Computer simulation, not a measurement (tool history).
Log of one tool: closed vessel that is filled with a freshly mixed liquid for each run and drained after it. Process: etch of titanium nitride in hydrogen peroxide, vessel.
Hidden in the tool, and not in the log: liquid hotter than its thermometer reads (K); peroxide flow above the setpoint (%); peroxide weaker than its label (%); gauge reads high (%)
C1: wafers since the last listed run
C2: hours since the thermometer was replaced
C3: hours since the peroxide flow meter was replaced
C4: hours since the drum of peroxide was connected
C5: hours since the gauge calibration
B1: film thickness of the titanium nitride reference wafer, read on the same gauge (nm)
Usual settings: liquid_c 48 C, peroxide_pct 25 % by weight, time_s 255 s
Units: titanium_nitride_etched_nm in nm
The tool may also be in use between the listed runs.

run 1 hour=0 | liquid_c=43 peroxide_pct=25 time_s=255 | C1=0 C2=1947.8 C3=1605.6 C4=543.8 C5=283.2 | B1=99.97 | titanium_nitride_etched_nm=4.29
run 2 hour=9.3 | liquid_c=48 peroxide_pct=23 time_s=255 | C1=576 C2=1957.1 C3=1614.9 C4=553.1 C5=292.5 | B1=99.98 | titanium_nitride_etched_nm=6.07
run 3 hour=21.7 | liquid_c=48 peroxide_pct=23 time_s=255 | C1=768 C2=1969.5 C3=1627.3 C4=565.5 C5=304.9 | B1=99.95 | titanium_nitride_etched_nm=6.1
run 4 hour=35.4 | liquid_c=48 peroxide_pct=23 time_s=255 | C1=849 C2=1983.2 C3=1641 C4=579.2 C5=318.6 | B1=100.02 | titanium_nitride_etched_nm=6.07
-- hour=43.8 peroxide flow meter replaced
run 5 hour=51.9 | liquid_c=55.5 peroxide_pct=25 time_s=310 | C1=960 C2=1999.7 C3=8.1 C4=595.7 C5=335.1 | B1=99.99 | titanium_nitride_etched_nm=12.78
run 6 hour=65.2 | liquid_c=55.5 peroxide_pct=25 time_s=310 | C1=824 C2=2013 C3=21.4 C4=609 C5=348.4 | B1=100.01 | titanium_nitride_etched_nm=12.87
run 7 hour=82.9 | liquid_c=55.5 peroxide_pct=25 time_s=310 | C1=1096 C2=2030.7 C3=39.1 C4=626.7 C5=366.1 | B1=100.01 | titanium_nitride_etched_nm=12.75
run 8 hour=91.2 | liquid_c=55.5 peroxide_pct=25 time_s=200 | C1=514 C2=2039 C3=47.4 C4=635 C5=374.4 | B1=100.01 | titanium_nitride_etched_nm=8.31
run 9 hour=100.1 | liquid_c=55.5 peroxide_pct=25 time_s=200 | C1=551 C2=2047.9 C3=56.3 C4=643.9 C5=383.3 | B1=99.99 | titanium_nitride_etched_nm=8.26
run 10 hour=110.7 | liquid_c=55.5 peroxide_pct=25 time_s=200 | C1=656 C2=2058.5 C3=66.9 C4=654.5 C5=393.9 | B1=99.98 | titanium_nitride_etched_nm=8.25
run 11 hour=118 | liquid_c=48 peroxide_pct=25 time_s=400 | C1=452 C2=2065.8 C3=74.2 C4=661.8 C5=401.2 | B1=100.01 | titanium_nitride_etched_nm=9.73
-- hour=119.1 gauge calibrated
-- hour=119.3 new drum of peroxide connected
-- hour=125.9 thermometer replaced
run 12 hour=129.3 | liquid_c=55 peroxide_pct=25 time_s=255 | C1=576 C2=3.4 C3=85.5 C4=10 C5=10.2 | B1=99.98 | titanium_nitride_etched_nm=9.06
run 13 hour=142.8 | liquid_c=41.5 peroxide_pct=29.5 time_s=255 | C1=836 C2=16.9 C3=99 C4=23.5 C5=23.7 | B1=100.01 | titanium_nitride_etched_nm=3.51
run 14 hour=155.9 | liquid_c=48 peroxide_pct=25 time_s=255 | C1=811 C2=30 C3=112.1 C4=36.6 C5=36.8 | B1=99.98 | titanium_nitride_etched_nm=5.5
run 15 hour=166.1 | liquid_c=55.5 peroxide_pct=25 time_s=310 | C1=632 C2=40.2 C3=122.3 C4=46.8 C5=47 | B1=100.03 | titanium_nitride_etched_nm=11.4
run 16 hour=176 | liquid_c=48 peroxide_pct=25 time_s=255 | C1=613 C2=50.1 C3=132.2 C4=56.7 C5=56.9 | B1=100.03 | titanium_nitride_etched_nm=5.51
run 17 hour=187.2 | liquid_c=42 peroxide_pct=22.5 time_s=255 | C1=694 C2=61.3 C3=143.4 C4=67.9 C5=68.1 | B1=99.98 | titanium_nitride_etched_nm=3.46
run 18 hour=198.4 | liquid_c=48 peroxide_pct=25 time_s=325 | C1=694 C2=72.5 C3=154.6 C4=79.1 C5=79.3 | B1=100.04 | titanium_nitride_etched_nm=7.03
run 19 hour=204.9 | liquid_c=56.5 peroxide_pct=20.5 time_s=205 | C1=402 C2=79 C3=161.1 C4=85.6 C5=85.8 | B1=99.96 | titanium_nitride_etched_nm=7.77
run 20 hour=213.2 | liquid_c=48 peroxide_pct=29 time_s=255 | C1=514 C2=87.3 C3=169.4 C4=93.9 C5=94.1 | B1=99.99 | titanium_nitride_etched_nm=5.7
run 21 hour=225.8 | liquid_c=48 peroxide_pct=25 time_s=400 | C1=780 C2=99.9 C3=182 C4=106.5 C5=106.7 | B1=100 | titanium_nitride_etched_nm=8.66
run 22 hour=234.9 | liquid_c=48 peroxide_pct=25 time_s=255 | C1=563 C2=109 C3=191.1 C4=115.6 C5=115.8 | B1=100 | titanium_nitride_etched_nm=5.48
run 23 hour=252.7 | liquid_c=41 peroxide_pct=27.5 time_s=255 | C1=1103 C2=126.8 C3=208.9 C4=133.4 C5=133.6 | B1=100.03 | titanium_nitride_etched_nm=3.34

The next listed run, before its measurement:
run 24 hour=268.1 | liquid_c=48 peroxide_pct=30 time_s=255 | C1=954 C2=142.2 C3=224.3 C4=148.8 C5=149 | B1=? | titanium_nitride_etched_nm=?

B1: 100.04
titanium_nitride_etched_nm: 5.74 nm
Without the tool's hidden state the same run would have given titanium_nitride_etched_nm 5.67 nm.

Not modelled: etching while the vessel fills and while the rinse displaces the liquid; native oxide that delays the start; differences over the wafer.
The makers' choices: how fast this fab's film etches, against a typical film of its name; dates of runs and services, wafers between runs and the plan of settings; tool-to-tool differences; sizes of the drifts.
